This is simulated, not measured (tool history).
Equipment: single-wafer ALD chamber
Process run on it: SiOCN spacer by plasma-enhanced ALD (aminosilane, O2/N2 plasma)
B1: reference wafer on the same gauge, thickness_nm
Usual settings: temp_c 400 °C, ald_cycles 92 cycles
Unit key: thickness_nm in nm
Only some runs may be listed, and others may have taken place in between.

run 1 hour=0 | temp_c=400 ald_cycles=92 | B1=5.099 | thickness_nm=5.312
run 2 hour=21.3 | temp_c=400 ald_cycles=92 | B1=5.11 | thickness_nm=5.342
run 3 hour=33.6 | temp_c=400 ald_cycles=92 | B1=5.101 | thickness_nm=5.296
run 4 hour=67.9 | temp_c=400 ald_cycles=92 | B1=5.1 | thickness_nm=5.346
run 5 hour=104.3 | temp_c=400 ald_cycles=92 | B1=5.112 | thickness_nm=5.31
run 6 hour=131.6 | temp_c=400 ald_cycles=92 | B1=5.098 | thickness_nm=5.34
run 7 hour=149.3 | temp_c=400 ald_cycles=92 | B1=5.101 | thickness_nm=5.314
run 8 hour=166.6 | temp_c=400 ald_cycles=92 | B1=5.115 | thickness_nm=5.31
run 9 hour=189.3 | temp_c=400 ald_cycles=92 | B1=5.114 | thickness_nm=5.323
run 10 hour=213.3 | temp_c=400 ald_cycles=92 | B1=5.119 | thickness_nm=5.317
run 11 hour=243.7 | temp_c=400 ald_cycles=92 | B1=5.118 | thickness_nm=5.306
run 12 hour=256.1 | temp_c=394 ald_cycles=92 | B1=5.116 | thickness_nm=5.358
run 13 hour=290 | temp_c=407 ald_cycles=81 | B1=5.131 | thickness_nm=4.604
run 14 hour=313.8 | temp_c=407 ald_cycles=81 | B1=5.125 | thickness_nm=4.616
run 15 hour=348.5 | temp_c=407 ald_cycles=81 | B1=5.132 | thickness_nm=4.657
run 16 hour=380.9 | temp_c=400 ald_cycles=85 | B1=5.143 | thickness_nm=4.927
-- hour=401.6 thermocouple changed; heater temperature recalibrated
run 17 hour=411.4 | temp_c=393 ald_cycles=92 | B1=5.144 | thickness_nm=5.331
run 18 hour=431.3 | temp_c=393 ald_cycles=92 | B1=5.152 | thickness_nm=5.365
run 19 hour=443.6 | temp_c=405 ald_cycles=92 | B1=5.147 | thickness_nm=5.265
run 20 hour=459.4 | temp_c=405 ald_cycles=92 | B1=5.156 | thickness_nm=5.31
run 21 hour=492.2 | temp_c=390 ald_cycles=79 | B1=5.162 | thickness_nm=4.618
run 22 hour=567.3 | temp_c=400 ald_cycles=98 | B1=5.177 | thickness_nm=5.745
run 23 hour=580.2 | temp_c=400 ald_cycles=98 | B1=5.186 | thickness_nm=5.785
run 24 hour=615.4 | temp_c=391 ald_cycles=100 | B1=5.205 | thickness_nm=5.896
run 25 hour=629.9 | temp_c=400 ald_cycles=92 | B1=5.205 | thickness_nm=5.445
run 26 hour=644.5 | temp_c=412 ald_cycles=102 | B1=5.201 | thickness_nm=5.881
run 27 hour=677.7 | temp_c=400 ald_cycles=92 | B1=5.22 | thickness_nm=5.436
run 28 hour=694.8 | temp_c=406 ald_cycles=106 | B1=5.225 | thickness_nm=6.169
run 29 hour=710.8 | temp_c=407 ald_cycles=81 | B1=5.23 | thickness_nm=4.693
run 30 hour=739.5 | temp_c=392 ald_cycles=87 | B1=5.233 | thickness_nm=5.15
run 31 hour=754.1 | temp_c=409 ald_cycles=108 | B1=5.235 | thickness_nm=6.278
run 32 hour=787.4 | temp_c=406 ald_cycles=108 | B1=5.256 | thickness_nm=6.308

What will run 33 give?
-- hour=792.1 gauge calibrated
run 33 hour=800.1 | temp_c=390 ald_cycles=79 | B1=? | thickness_nm=?

{"run 33": {"B1": 5.104, "thickness_nm": 4.575}}
With the hidden condition absent and the run-to-run variation left alone, this run would have shown thickness_nm 4.586 nm.
